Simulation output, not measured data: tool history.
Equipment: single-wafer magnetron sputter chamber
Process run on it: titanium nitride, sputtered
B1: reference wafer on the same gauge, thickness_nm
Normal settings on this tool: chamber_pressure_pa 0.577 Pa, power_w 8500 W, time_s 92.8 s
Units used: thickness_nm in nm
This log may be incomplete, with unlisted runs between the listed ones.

run 1 hour=0 | chamber_pressure_pa=0.577 power_w=8500 time_s=92.8 | B1=178.008 | thickness_nm=153.056
run 2 hour=23.5 | chamber_pressure_pa=0.577 power_w=8500 time_s=92.8 | B1=177.92 | thickness_nm=153.613
run 3 hour=40.4 | chamber_pressure_pa=0.577 power_w=8500 time_s=92.8 | B1=177.76 | thickness_nm=153.104
run 4 hour=59.6 | chamber_pressure_pa=0.577 power_w=8500 time_s=92.8 | B1=177.821 | thickness_nm=153.958
run 5 hour=83 | chamber_pressure_pa=0.577 power_w=8500 time_s=84.3 | B1=177.331 | thickness_nm=138.996
run 6 hour=108.1 | chamber_pressure_pa=0.449 power_w=8500 time_s=92.8 | B1=177.422 | thickness_nm=160.07
run 7 hour=124.8 | chamber_pressure_pa=0.577 power_w=8500 time_s=92.8 | B1=177.262 | thickness_nm=152.8
run 8 hour=146.6 | chamber_pressure_pa=0.577 power_w=8500 time_s=92.8 | B1=176.977 | thickness_nm=153.167
run 9 hour=168.4 | chamber_pressure_pa=0.577 power_w=8500 time_s=92.8 | B1=176.797 | thickness_nm=152.879
run 10 hour=182.5 | chamber_pressure_pa=0.577 power_w=8500 time_s=92.8 | B1=176.601 | thickness_nm=150.699
run 11 hour=206.4 | chamber_pressure_pa=0.577 power_w=9200 time_s=92.8 | B1=176.553 | thickness_nm=163.352
-- hour=233.4 capacitance manometer re-zeroed and calibrated
run 12 hour=233.9 | chamber_pressure_pa=0.577 power_w=8500 time_s=92.8 | B1=176.311 | thickness_nm=151.507
run 13 hour=265.1 | chamber_pressure_pa=0.577 power_w=8500 time_s=92.8 | B1=176.15 | thickness_nm=151.8
run 14 hour=296.2 | chamber_pressure_pa=0.577 power_w=8500 time_s=92.8 | B1=175.806 | thickness_nm=150.543
run 15 hour=324.4 | chamber_pressure_pa=0.755 power_w=10500 time_s=108.3 | B1=175.742 | thickness_nm=202.695
run 16 hour=352.7 | chamber_pressure_pa=0.372 power_w=6850 time_s=106.6 | B1=175.541 | thickness_nm=151.293
-- hour=365.3 sputter target and shields replaced
run 17 hour=383.9 | chamber_pressure_pa=0.577 power_w=8500 time_s=84.3 | B1=175.319 | thickness_nm=138.005
run 18 hour=413 | chamber_pressure_pa=0.713 power_w=9650 time_s=108.6 | B1=174.988 | thickness_nm=188.836
run 19 hour=443.3 | chamber_pressure_pa=0.422 power_w=9650 time_s=76.6 | B1=174.867 | thickness_nm=148.292
-- hour=452 gauge calibrated
run 20 hour=479.1 | chamber_pressure_pa=0.355 power_w=6550 time_s=108.9 | B1=178.228 | thickness_nm=152.981
-- hour=493.4 magnet pack replaced
run 21 hour=541.9 | chamber_pressure_pa=0.47 power_w=8500 time_s=92.8 | B1=178.065 | thickness_nm=159.993
run 22 hour=561.3 | chamber_pressure_pa=0.577 power_w=7000 time_s=92.8 | B1=177.665 | thickness_nm=126.364
run 23 hour=586.5 | chamber_pressure_pa=0.577 power_w=8500 time_s=92.8 | B1=177.505 | thickness_nm=152.234
run 24 hour=618.6 | chamber_pressure_pa=0.511 power_w=7750 time_s=108.8 | B1=177.256 | thickness_nm=167.333
run 25 hour=637.6 | chamber_pressure_pa=0.577 power_w=7150 time_s=104.8 | B1=176.975 | thickness_nm=145.537
run 26 hour=656.7 | chamber_pressure_pa=0.798 power_w=10500 time_s=92.8 | B1=177.014 | thickness_nm=174.155
run 27 hour=683.2 | chamber_pressure_pa=0.577 power_w=8500 time_s=92.8 | B1=176.922 | thickness_nm=152.949

Exercise: give the hidden state of the tool at every run:
deposition rate above that of a new target (%): 0 at every run
true argon pressure above the setpoint (%): 0 at every run
H1: gauge reads high (%)
run=1 H1=-0.563
run=2 H1=-0.657
run=3 H1=-0.725
run=4 H1=-0.802
run=5 H1=-0.895
run=6 H1=-0.996
run=7 H1=-1.06
run=8 H1=-1.15
run=9 H1=-1.24
run=10 H1=-1.29
run=11 H1=-1.39
run=12 H1=-1.5
run=13 H1=-1.62
run=14 H1=-1.75
run=15 H1=-1.86
run=16 H1=-1.97
run=17 H1=-2.1
run=18 H1=-2.22
run=19 H1=-2.34
run=20 H1=-0.403
run=21 H1=-0.654
run=22 H1=-0.732
run=23 H1=-0.833
run=24 H1=-0.961
run=25 H1=-1.04
run=26 H1=-1.11
run=27 H1=-1.22
